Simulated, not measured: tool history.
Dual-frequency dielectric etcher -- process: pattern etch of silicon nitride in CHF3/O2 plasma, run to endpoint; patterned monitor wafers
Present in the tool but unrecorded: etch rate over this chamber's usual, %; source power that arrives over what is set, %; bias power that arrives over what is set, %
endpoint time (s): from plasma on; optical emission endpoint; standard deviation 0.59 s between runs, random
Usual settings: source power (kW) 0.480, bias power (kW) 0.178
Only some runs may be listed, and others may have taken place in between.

run    hour  source power (kW)  bias power (kW)  wafers since the last listed run  hours since the last wet clean  hours since the last source power generator calibration  hours since the last bias power generator calibration  hours since the last upper electrode change  incoming incoming film thickness, nm  endpoint time (s)
  1     0.0              0.430            0.178                                 0                           476.9                                                   1469.8                                                  978.9                                       2278.8                                  89.8               71.2
  2    39.3              0.570            0.178                               278                           516.2                                                   1509.1                                                 1018.2                                       2318.1                                  90.3               65.2
      129.2  -- wet clean of the chamber
  3   138.5              0.570            0.178                               533                             9.3                                                   1608.3                                                 1117.4                                       2417.3                                  89.1               65.1
  4   194.2              0.570            0.178                               394                            65.0                                                   1664.0                                                 1173.1                                       2473.0                                  89.4               66.7
  5   239.8              0.480            0.178                               323                           110.6                                                   1709.6                                                 1218.7                                       2518.6                                  89.3               69.1
  6   342.6              0.480            0.178                               728                           213.4                                                   1812.4                                                 1321.5                                       2621.4                                  88.7               67.3
  7   429.5              0.480            0.178                               616                           300.3                                                   1899.3                                                 1408.4                                       2708.3                                  88.6               67.9
  8   479.0              0.480            0.178                               350                           349.8                                                   1948.8                                                 1457.9                                       2757.8                                  89.1               68.8
  9   576.0              0.450            0.178                               687                           446.8                                                   2045.8                                                 1554.9                                       2854.8                                  89.1               69.3
 10   615.1              0.480            0.210                               277                           485.9                                                   2084.9                                                 1594.0                                       2893.9                                  89.8               63.4
 11   704.8              0.480            0.178                               635                           575.6                                                   2174.6                                                 1683.7                                       2983.6                                  89.6               68.5
      755.2  -- wet clean of the chamber
 12   803.3              0.480            0.178                               528                            48.1                                                   2273.1                                                 1782.2                                       3082.1                                  88.8               66.5
 13   889.7              0.480            0.178                               612                           134.5                                                   2359.5                                                 1868.6                                       3168.5                                  88.9               64.3
 14   951.3              0.480            0.178                               436                           196.1                                                   2421.1                                                 1930.2                                       3230.1                                  89.9               65.7
 15   990.6              0.480            0.178                               278                           235.4                                                   2460.4                                                 1969.5                                       3269.4                                  89.2               64.3
     1083.3  -- source power generator calibrated
     1090.7  -- bias power generator calibrated
 16  1093.1              0.480            0.210                               669                           337.9                                                      9.8                                                    2.4                                       3371.9                                  89.4               61.5
 17  1165.8              0.420            0.142                               515                           410.6                                                     82.5                                                   75.1                                       3444.6                                  89.5               73.7
     1242.1  -- wet clean of the chamber, repeated, since the last time left the tool worse
 18  1253.6              0.480            0.178                               452                            11.5                                                    170.3                                                  162.9                                       3532.4                                  88.8               68.2
 19  1291.7              0.450            0.198                               270                            49.6                                                    208.4                                                  201.0                                       3570.5                                  88.9               67.7
 20  1358.3              0.540            0.155                               472                           116.2                                                    275.0                                                  267.6                                       3637.1                                  88.4               68.5
     1415.4  -- upper electrode replaced
 21  1478.7              0.390            0.154                               683                           236.6                                                    395.4                                                  388.0                                         63.3                                  90.0               77.9
 22  1703.6              0.480            0.178                              1594                           461.5                                                    620.3                                                  612.9                                        288.2                                  88.6               66.9
     1822.7  -- wet clean of the chamber
 23  1823.2              0.420            0.178                               677                             0.5                                                    739.9                                                  732.5                                        407.8                                  88.5               71.3
 24  1890.6              0.410            0.151                               477                            67.9                                                    807.3                                                  799.9                                        475.2                                  89.3               76.4
 25  1986.4              0.380            0.193                               679                           163.7                                                    903.1                                                  895.7                                        571.0                                  89.9               72.0
 26  2086.1              0.400            0.178                               706                           263.4                                                   1002.8                                                  995.4                                        670.7                                  89.5               73.2
 27  2151.1              0.390            0.178                               460                           328.4                                                   1067.8                                                 1060.4                                        735.7                                  88.2               72.4
 28  2194.4              0.550            0.201                               306                           371.7                                                   1111.1                                                 1103.7                                        779.0                                  90.0               63.0
 29  2231.0              0.480            0.178                               259                           408.3                                                   1147.7                                                 1140.3                                        815.6                                  89.6               68.6
 30  2288.8              0.430            0.140                               409                           466.1                                                   1205.5                                                 1198.1                                        873.4                                  89.0               75.3
     2366.9  -- wet clean of the chamber
 31  2367.4              0.480            0.178                               387                             0.5                                                   1284.1                                                 1276.7                                        952.0                                  89.1               70.0

How the hidden state differs across the entries between the runs, from the last listed run before each to the first after it:
Run 2 -> run 3: wet clean of the chamber (hour 129.2)
  etch rate over this chamber's usual, %: 1.79 -> -0.0771
  measured value less the no-hidden-state value, endpoint time (s): -1.2 -> +0.1
Run 11 -> run 12: wet clean of the chamber (hour 755.2)
  etch rate over this chamber's usual, %: 2.26 -> 5.11
  measured value less the no-hidden-state value, endpoint time (s): -1.5 -> -3.4
Run 15 -> run 16: source power generator calibrated (hour 1083.3); bias power generator calibrated (hour 1090.7)
  etch rate over this chamber's usual, %: 5.88 -> 6.31
  measured value less the no-hidden-state value, endpoint time (s): -3.8 -> -3.9
Run 17 -> run 18: wet clean of the chamber, repeated, since the last time left the tool worse (hour 1242.1)
  etch rate over this chamber's usual, %: 6.61 -> 0.0442
  measured value less the no-hidden-state value, endpoint time (s): -4.9 -> -0.1
Run 20 -> run 21: upper electrode replaced (hour 1415.4)
  etch rate over this chamber's usual, %: 0.477 -> 0.974
  measured value less the no-hidden-state value, endpoint time (s): -0.4 -> -0.8
Run 22 -> run 23: wet clean of the chamber (hour 1822.7)
  etch rate over this chamber's usual, %: 1.9 -> -0.247
  measured value less the no-hidden-state value, endpoint time (s): -1.3 -> +0.2
Run 30 -> run 31: wet clean of the chamber (hour 2366.9)
  etch rate over this chamber's usual, %: 1.68 -> -0.0163
  measured value less the no-hidden-state value, endpoint time (s): -1.3 -> +0.0
